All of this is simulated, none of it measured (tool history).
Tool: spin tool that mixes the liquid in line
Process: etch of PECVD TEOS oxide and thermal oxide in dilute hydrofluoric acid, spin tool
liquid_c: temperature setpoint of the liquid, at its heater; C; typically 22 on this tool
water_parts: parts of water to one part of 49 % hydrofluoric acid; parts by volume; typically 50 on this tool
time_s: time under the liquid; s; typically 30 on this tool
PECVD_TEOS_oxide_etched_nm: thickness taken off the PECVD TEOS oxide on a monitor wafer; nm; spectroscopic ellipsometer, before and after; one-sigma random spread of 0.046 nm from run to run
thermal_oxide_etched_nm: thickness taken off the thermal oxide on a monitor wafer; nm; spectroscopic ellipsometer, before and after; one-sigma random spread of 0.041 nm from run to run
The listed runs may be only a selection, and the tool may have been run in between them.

run     day  liquid_c  water_parts  time_s  wafers since the last listed run  hours since the thermometer was replaced  hours since the hydrofluoric acid flow meter was replaced  hours since the gauge calibration  read-back film thickness of the PECVD TEOS oxide reference wafer, read on the same gauge (nm)  read-back film thickness of the thermal oxide reference wafer, read on the same gauge (nm)  PECVD_TEOS_oxide_etched_nm  thermal_oxide_etched_nm
  1       0        22           50      30                                 0                                     218.9                                                        556                              216.8                                                                                          39.99                                                                                      80.016                        8.51                    2.675
  2   3.075        22           50      30                               781                                     292.7                                                      629.8                              290.6                                                                                          39.97                                                                                       80.01                        8.41                    2.611
      5.654  -- hydrofluoric acid flow meter replaced
  3   7.033        22           50      40                               995                                     387.7                                                       33.1                              385.6                                                                                          39.96                                                                                          80                       11.49                    3.625
  4   9.521        22           50      15                               632                                     447.4                                                       92.8                              445.3                                                                                          40.02                                                                                      80.004                        4.34                    1.324
  5  13.904      17.5           35      50                              1114                                     552.6                                                        198                              550.5                                                                                          39.98                                                                                      79.954                       17.19                    5.398
  6  17.492        22           50      30                               912                                     638.7                                                      284.1                              636.6                                                                                             40                                                                                      80.014                        8.64                    2.583
  7  21.679      23.5           60      15                              1064                                     739.2                                                      384.6                              737.1                                                                                          39.95                                                                                      80.005                        3.77                    1.158
  8  23.571        22           50      30                               480                                     784.6                                                        430                              782.5                                                                                          40.02                                                                                      80.014                        8.43                    2.574
  9  29.608      24.5           50      45                              1535                                     929.5                                                      574.9                              927.4                                                                                          39.97                                                                                      80.014                        14.1                    4.432
 10  32.492        22           50      30                               733                                     998.7                                                      644.1                              996.6                                                                                          40.03                                                                                      79.979                         8.4                    2.558
 11  36.367        17           30      20                               985                                    1091.7                                                      737.1                             1089.6                                                                                          39.96                                                                                      80.019                        7.71                    2.343
     39.146  -- hydrofluoric acid flow meter replaced
 12  39.688        17           30      20                               833                                    1171.4                                                         13                             1169.3                                                                                             40                                                                                      80.017                        7.98                    2.428
 13  43.058      24.5           55      40                               857                                    1252.3                                                       93.9                             1250.2                                                                                          40.01                                                                                      80.003                       11.54                    3.675
 14  44.954      20.5           65      30                               482                                    1297.8                                                      139.4                             1295.7                                                                                             40                                                                                      80.011                        6.14                    1.917
 15  48.042      17.5           70      45                               785                                    1371.9                                                      213.5                             1369.8                                                                                             40                                                                                      79.988                        7.51                    2.336
 16  51.888        26           40      15                               977                                    1464.2                                                      305.8                             1462.1                                                                                          39.99                                                                                      80.005                        6.39                    2.005
 17  55.479        22           50      45                               913                                    1550.4                                                        392                             1548.3                                                                                          39.95                                                                                      80.011                       12.73                    4.049
      59.35  -- thermometer replaced
 18  61.638        22           50      30                              1555                                      54.9                                                      539.8                             1696.1                                                                                             40                                                                                       79.99                        8.46                    2.602
 19  63.262      23.5           65      30                               413                                      93.9                                                      578.8                             1735.1                                                                                          39.97                                                                                      79.992                        6.72                    2.043
 20  67.683        22           50      30                              1124                                       200                                                      684.9                             1841.2                                                                                          40.03                                                                                      80.014                        8.39                    2.586
     69.767  -- hydrofluoric acid flow meter replaced
 21  70.908      18.5           50      25                               809                                     277.4                                                       27.4                             1918.6                                                                                          40.01                                                                                          80                        6.28                    1.896
 22  74.571        22           50      30                               931                                     365.3                                                      115.3                             2006.5                                                                                             40                                                                                      80.029                         8.7                    2.669
 23  77.058        25           30      20                               632                                       425                                                        175                             2066.2                                                                                          40.02                                                                                      79.986                       11.17                    3.439
 24  79.325        19           35      50                               576                                     479.4                                                      229.4                             2120.6                                                                                          40.01                                                                                      80.014                       18.37                    5.573
 25  82.617      19.5           70      30                               836                                     558.4                                                      308.4                             2199.6                                                                                          39.97                                                                                      79.982                        5.37                    1.671
 26  86.583        22           50      30                              1008                                     653.6                                                      403.6                             2294.8                                                                                          40.02                                                                                      79.994                        8.52                     2.63

Here are 4 independent what-if runs from the current tool condition. What would each one return?
  A  86.6      24.5           50      30                                 4                                       654                                                        404                             2295.2                                                                                              ?                                                                                           ?                           ?                        ?
  B  86.6        22           70      45                                 4                                       654                                                        404                             2295.2                                                                                              ?                                                                                           ?                           ?                        ?
  C  86.6      26.5           25      30                                 4                                       654                                                        404                             2295.2                                                                                              ?                                                                                           ?                           ?                        ?
  D  86.6        20           75      20                                 4                                       654                                                        404                             2295.2                                                                                              ?                                                                                           ?                           ?                        ?

run  read-back film thickness of the PECVD TEOS oxide reference wafer, read on the same gauge (nm)  read-back film thickness of the thermal oxide reference wafer, read on the same gauge (nm)  PECVD_TEOS_oxide_etched_nm  thermal_oxide_etched_nm
  A                                                                                          39.98                                                                                      80.007                        9.49                    2.939
  B                                                                                          39.98                                                                                      80.007                        8.94                    2.768
  C                                                                                          39.98                                                                                      80.007                       21.35                    6.612
  D                                                                                          39.98                                                                                      80.007                        3.39                    1.051
With the hidden condition removed and each run's random variation left untouched, the same runs would have given:
run  PECVD_TEOS_oxide_etched_nm  thermal_oxide_etched_nm
  A                        9.72                     3.01
  B                        9.16                    2.837
  C                       21.85                    6.769
  D                        3.48                    1.077
